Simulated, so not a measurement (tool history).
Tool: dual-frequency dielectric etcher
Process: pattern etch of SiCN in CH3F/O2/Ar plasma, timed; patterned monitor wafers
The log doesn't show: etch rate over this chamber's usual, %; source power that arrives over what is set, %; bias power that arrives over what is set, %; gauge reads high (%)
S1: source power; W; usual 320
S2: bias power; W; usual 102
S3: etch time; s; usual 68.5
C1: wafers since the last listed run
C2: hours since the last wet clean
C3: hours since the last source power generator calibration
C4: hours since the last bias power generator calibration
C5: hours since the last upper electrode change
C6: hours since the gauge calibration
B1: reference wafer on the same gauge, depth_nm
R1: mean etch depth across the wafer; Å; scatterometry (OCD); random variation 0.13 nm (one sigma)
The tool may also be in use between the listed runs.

run	hour	S1	S2	S3	C1	C2	C3	C4	C5	C6	B1	R1
1	0.0	320	108	54.5	0	656.6	4189.2	3622.2	3484.9	532.8	33.30	237.6
2	19.3	320	108	54.5	310	675.9	4208.5	3641.5	3504.2	552.1	33.25	236.5
# hour 49.7: wet clean of the chamber
3	50.2	350	112	68.5	110	0.5	4239.4	3672.4	3535.1	583.0	33.24	298.1
4	66.2	350	112	68.5	257	16.5	4255.4	3688.4	3551.1	599.0	33.27	297.5
5	95.5	350	112	68.5	471	45.8	4284.7	3717.7	3580.4	628.3	33.25	299.0
6	110.6	320	96	68.5	242	60.9	4299.8	3732.8	3595.5	643.4	33.34	278.4
7	144.1	320	96	68.5	538	94.4	4333.3	3766.3	3629.0	676.9	33.31	277.6
8	157.3	320	96	68.5	212	107.6	4346.5	3779.5	3642.2	690.1	33.28	277.6
9	192.5	320	102	68.5	565	142.8	4381.7	3814.7	3677.4	725.3	33.32	283.5
10	226.9	320	102	68.5	553	177.2	4416.1	3849.1	3711.8	759.7	33.35	286.8
# hour 274.5: upper electrode replaced
11	275.0	320	102	68.5	387	225.3	4464.2	3897.2	0.5	807.8	33.36	286.3
12	281.5	320	102	68.5	104	231.8	4470.7	3903.7	7.0	814.3	33.31	285.6
13	294.7	320	102	68.5	212	245.0	4483.9	3916.9	20.2	827.5	33.34	286.9
# hour 312.6: source power generator calibrated
14	322.8	320	102	68.5	387	273.1	10.2	3945.0	48.3	855.6	33.30	285.6
15	351.7	280	83	68.5	464	302.0	39.1	3973.9	77.2	884.5	33.28	259.3
# hour 353.6: gauge calibrated
16	385.7	340	78	68.5	546	336.0	73.1	4007.9	111.2	32.1	33.31	280.5
17	403.9	350	112	68.5	292	354.2	91.3	4026.1	129.4	50.3	33.29	307.5
18	431.5	350	112	68.5	443	381.8	118.9	4053.7	157.0	77.9	33.30	306.7
19	453.0	240	102	68.5	345	403.3	140.4	4075.2	178.5	99.4	33.33	257.9
20	483.1	320	102	68.5	483	433.4	170.5	4105.3	208.6	129.5	33.32	291.3
21	514.7	370	82	68.5	508	465.0	202.1	4136.9	240.2	161.1	33.30	292.7
22	540.8	320	102	68.5	419	491.1	228.2	4163.0	266.3	187.2	33.29	290.1
# hour 598.8: bias power generator calibrated
# hour 601.4: wet clean of the chamber
23	630.0	320	102	68.5	1328	28.6	317.4	31.2	355.5	276.4	33.33	281.9
24	655.2	320	117	68.5	405	53.8	342.6	56.4	380.7	301.6	33.26	288.9
25	699.7	320	102	79.0	715	98.3	387.1	100.9	425.2	346.1	33.29	324.0
26	727.0	380	123	53.5	438	125.6	414.4	128.2	452.5	373.4	33.30	248.2
27	815.5	320	79	58.0	1422	214.1	502.9	216.7	541.0	461.9	33.34	229.6
28	829.7	340	124	81.0	228	228.3	517.1	230.9	555.2	476.1	33.31	359.3

Forecast each of these 3 alternatives for the next run:
A	830.1	320	102	68.5	6	228.7	517.5	231.3	555.6	476.5	?	?
B	830.1	390	76	82.5	6	228.7	517.5	231.3	555.6	476.5	?	?
C	830.1	320	81	78.5	6	228.7	517.5	231.3	555.6	476.5	?	?

run	B1	R1
A	33.24	285.9
B	33.24	350.5
C	33.24	311.2
Without the tool's hidden state the same runs would have given:
run	R1
A	280.8
B	344.3
C	305.7

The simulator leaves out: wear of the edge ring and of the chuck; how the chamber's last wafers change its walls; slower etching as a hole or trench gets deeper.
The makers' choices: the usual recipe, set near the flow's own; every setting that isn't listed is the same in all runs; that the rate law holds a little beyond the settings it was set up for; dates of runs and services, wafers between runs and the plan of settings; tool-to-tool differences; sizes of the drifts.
